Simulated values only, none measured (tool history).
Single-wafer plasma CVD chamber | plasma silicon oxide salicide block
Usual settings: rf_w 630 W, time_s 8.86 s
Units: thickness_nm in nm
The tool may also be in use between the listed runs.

| run | hour | rf_w | time_s | wafers since the last listed run | hours since the last RF generator calibration | hours since the showerhead was replaced | hours since the gauge calibration | read-back reference wafer on the same gauge, thickness_nm | thickness_nm |
|---|---|---|---|---|---|---|---|---|---|
| 1 | 0.0 | 630 | 8.86 | 0 | 1296.9 | 5276.3 | 481.3 | 108.582 | 87.948 |
| 2 | 36.6 | 630 | 8.86 | 577 | 1333.5 | 5312.9 | 517.9 | 108.358 | 86.852 |
| 3 | 74.3 | 630 | 8.86 | 595 | 1371.2 | 5350.6 | 555.6 | 108.576 | 87.469 |
| 4 | 368.0 | 575 | 9.70 | 4637 | 1664.9 | 5644.3 | 849.3 | 108.466 | 92.172 |
| 5 | 442.7 | 575 | 9.70 | 1179 | 1739.6 | 5719.0 | 924.0 | 108.494 | 91.505 |
| 6 | 493.8 | 630 | 8.86 | 806 | 1790.7 | 5770.1 | 975.1 | 108.673 | 86.801 |
| 7 | 549.1 | 630 | 8.86 | 873 | 1846.0 | 5825.4 | 1030.4 | 108.525 | 86.809 |
| 8 | 609.8 | 630 | 8.86 | 958 | 1906.7 | 5886.1 | 1091.1 | 108.397 | 86.661 |
|  | 634.4 | showerhead replaced, of another model than before |
| 9 | 694.8 | 630 | 8.86 | 1215 | 1991.7 | 60.4 | 1176.1 | 108.381 | 89.657 |
|  | 734.2 | gauge calibrated |
| 10 | 750.5 | 630 | 8.86 | 879 | 2047.4 | 116.1 | 16.3 | 108.477 | 88.435 |
| 11 | 823.0 | 630 | 7.56 | 1144 | 2119.9 | 188.6 | 88.8 | 108.467 | 75.980 |
|  | 874.9 | RF generator calibrated |
| 12 | 924.8 | 630 | 7.56 | 1480 | 49.9 | 290.4 | 190.6 | 108.360 | 76.941 |
| 13 | 1026.3 | 670 | 8.86 | 1602 | 151.4 | 391.9 | 292.1 | 108.622 | 90.960 |
| 14 | 1095.2 | 630 | 7.49 | 1087 | 220.3 | 460.8 | 361.0 | 108.628 | 76.560 |
| 15 | 1170.0 | 630 | 8.86 | 1181 | 295.1 | 535.6 | 435.8 | 108.681 | 90.047 |
| 16 | 1236.3 | 680 | 8.86 | 1046 | 361.4 | 601.9 | 502.1 | 108.472 | 90.894 |
| 17 | 1340.0 | 585 | 8.86 | 1637 | 465.1 | 705.6 | 605.8 | 108.491 | 87.807 |
| 18 | 1393.6 | 595 | 8.86 | 846 | 518.7 | 759.2 | 659.4 | 108.456 | 89.087 |
| 19 | 1445.3 | 565 | 8.04 | 816 | 570.4 | 810.9 | 711.1 | 108.485 | 79.391 |
| 20 | 1529.2 | 630 | 8.86 | 1324 | 654.3 | 894.8 | 795.0 | 108.369 | 89.476 |
| 21 | 1631.2 | 740 | 8.86 | 1610 | 756.3 | 996.8 | 897.0 | 108.633 | 92.672 |
| 22 | 1687.1 | 580 | 9.99 | 882 | 812.2 | 1052.7 | 952.9 | 108.670 | 99.219 |
| 23 | 1792.9 | 695 | 7.60 | 1670 | 918.0 | 1158.5 | 1058.7 | 108.396 | 78.643 |
| 24 | 1832.2 | 590 | 9.48 | 620 | 957.3 | 1197.8 | 1098.0 | 108.374 | 94.248 |

The tool's hidden state at each run:
gauge reads high (%): 0 in every run
H1: delivered RF power above the setpoint (%)
| run | H1 |
|---|---|
| 1 | -8.5 |
| 2 | -8.58 |
| 3 | -8.65 |
| 4 | -9.1 |
| 5 | -9.19 |
| 6 | -9.25 |
| 7 | -9.31 |
| 8 | -9.37 |
| 9 | -9.44 |
| 10 | -9.49 |
| 11 | -9.54 |
| 12 | -1.31 |
| 13 | -2.27 |
| 14 | -2.86 |
| 15 | -3.44 |
| 16 | -3.91 |
| 17 | -4.58 |
| 18 | -4.88 |
| 19 | -5.16 |
| 20 | -5.58 |
| 21 | -6.02 |
| 22 | -6.24 |
| 23 | -6.62 |
| 24 | -6.75 |
